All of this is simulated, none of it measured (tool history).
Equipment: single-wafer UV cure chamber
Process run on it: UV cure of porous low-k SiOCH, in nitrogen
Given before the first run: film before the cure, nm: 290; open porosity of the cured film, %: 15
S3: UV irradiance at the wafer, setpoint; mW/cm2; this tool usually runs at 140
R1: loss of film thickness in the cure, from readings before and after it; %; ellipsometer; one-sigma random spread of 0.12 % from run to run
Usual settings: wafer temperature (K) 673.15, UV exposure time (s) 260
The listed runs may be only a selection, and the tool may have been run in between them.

Run 1, hour 0.0: usual settings. Result: R1 12.599 %.
Run 2, hour 35.3: usual settings. Result: R1 12.776 %.
Run 3, hour 64.4: usual settings but S3 120 mW/cm2. Result: R1 12.197 %.
Run 4, hour 144.1: usual settings but S3 120 mW/cm2. Result: R1 11.710 %.
Run 5, hour 157.3: usual settings but S3 120 mW/cm2. Result: R1 11.715 %.
Run 6, hour 173.0: usual settings but UV exposure time (s) 140. Result: R1 9.608 %.
Run 7, hour 208.2: usual settings but UV exposure time (s) 140. Result: R1 9.359 %.
At hour 239.3: quartz window cleaned.
Run 8, hour 239.8: usual settings. Result: R1 12.825 %.
Run 9, hour 270.1: usual settings. Result: R1 12.843 %.
Run 10, hour 303.1: usual settings. Result: R1 12.881 %.
Run 11, hour 332.4: usual settings. Result: R1 12.803 %.
Run 12, hour 357.2: usual settings. Result: R1 12.773 %.
Run 13, hour 392.1: usual settings but wafer temperature (K) 679.15. Result: R1 12.580 %.
Run 14, hour 418.4: usual settings. Result: R1 12.365 %.
At hour 458.9: quartz window cleaned.
Run 15, hour 459.4: usual settings. Result: R1 13.009 %.
Run 16, hour 486.3: usual settings. Result: R1 12.982 %.
Run 17, hour 517.5: usual settings. Result: R1 13.073 %.
Run 18, hour 531.2: usual settings. Result: R1 12.808 %.
Run 19, hour 563.3: usual settings. Result: R1 12.656 %.
Run 20, hour 587.7: usual settings. Result: R1 12.665 %.
Run 21, hour 620.6: usual settings. Result: R1 12.457 %.
Run 22, hour 634.9: usual settings. Result: R1 12.635 %.
Run 23, hour 656.6: usual settings. Result: R1 12.281 %.
At hour 678.7: quartz window cleaned.
Run 24, hour 683.2: usual settings but wafer temperature (K) 655.15, UV exposure time (s) 315. Result: R1 13.411 %.
Run 25, hour 715.5: usual settings but S3 108 mW/cm2. Result: R1 11.883 %.
Run 26, hour 748.7: usual settings but wafer temperature (K) 658.15, UV exposure time (s) 110, S3 160 mW/cm2. Result: R1 9.411 %.
Run 27, hour 765.1: usual settings but wafer temperature (K) 688.15, S3 171 mW/cm2. Result: R1 14.153 %.
Run 28, hour 787.8: usual settings but wafer temperature (K) 688.15, UV exposure time (s) 340, S3 176 mW/cm2. Result: R1 15.408 %.
Run 29, hour 809.1: usual settings but UV exposure time (s) 110, S3 180 mW/cm2. Result: R1 10.051 %.
Run 30, hour 835.3: usual settings but wafer temperature (K) 688.15, S3 177 mW/cm2. Result: R1 13.863 %.
Run 31, hour 852.9: usual settings but S3 168 mW/cm2. Result: R1 13.293 %.
At hour 889.2: quartz window cleaned.
Run 32, hour 889.7: usual settings but UV exposure time (s) 405, S3 110 mW/cm2. Result: R1 13.542 %.
Run 33, hour 916.7: usual settings. Result: R1 12.908 %.
Run 34, hour 951.6: usual settings but UV exposure time (s) 170. Result: R1 10.782 %.
At hour 970.4: UV bulbs replaced.
Run 35, hour 977.2: usual settings but wafer temperature (K) 667.15, UV exposure time (s) 215. Result: R1 11.607 %.
Run 36, hour 1041.4: usual settings but S3 154 mW/cm2. Result: R1 12.746 %.
Run 37, hour 1057.4: usual settings but wafer temperature (K) 682.15, UV exposure time (s) 115, S3 175 mW/cm2. Result: R1 9.964 %.
Run 38, hour 1088.4: usual settings but wafer temperature (K) 679.15. Result: R1 12.339 %.
Run 39, hour 1116.3: usual settings but UV exposure time (s) 370. Result: R1 13.681 %.
At hour 1156.6: quartz window cleaned.
Run 40, hour 1157.1: usual settings but UV exposure time (s) 375. Result: R1 14.737 %.
Run 41, hour 1165.2: usual settings. Result: R1 12.991 %.
Run 42, hour 1193.4: usual settings. Result: R1 12.998 %.
Run 43, hour 1221.7: usual settings but wafer temperature (K) 687.15, UV exposure time (s) 355. Result: R1 14.690 %.

Here are 5 independent what-if runs from the current tool condition. What would each one return?
Run A, hour 1222.2: usual settings. Result: R1 ?.
Run B, hour 1222.2: usual settings but wafer temperature (K) 685.15, UV exposure time (s) 155, S3 162 mW/cm2. Result: R1 ?.
Run C, hour 1222.2: usual settings but wafer temperature (K) 686.15, UV exposure time (s) 325. Result: R1 ?.
Run D, hour 1222.2: usual settings but wafer temperature (K) 684.15, UV exposure time (s) 190. Result: R1 ?.
Run E, hour 1222.2: usual settings but S3 102 mW/cm2. Result: R1 ?.

run      R1
  A  12.826
  B  11.362
  C  14.077
  D  11.601
  E  11.403
Without the tool's unlogged condition, the same runs would have read:
run      R1
  A  12.933
  B  11.466
  C  14.185
  D  11.705
  E  11.507
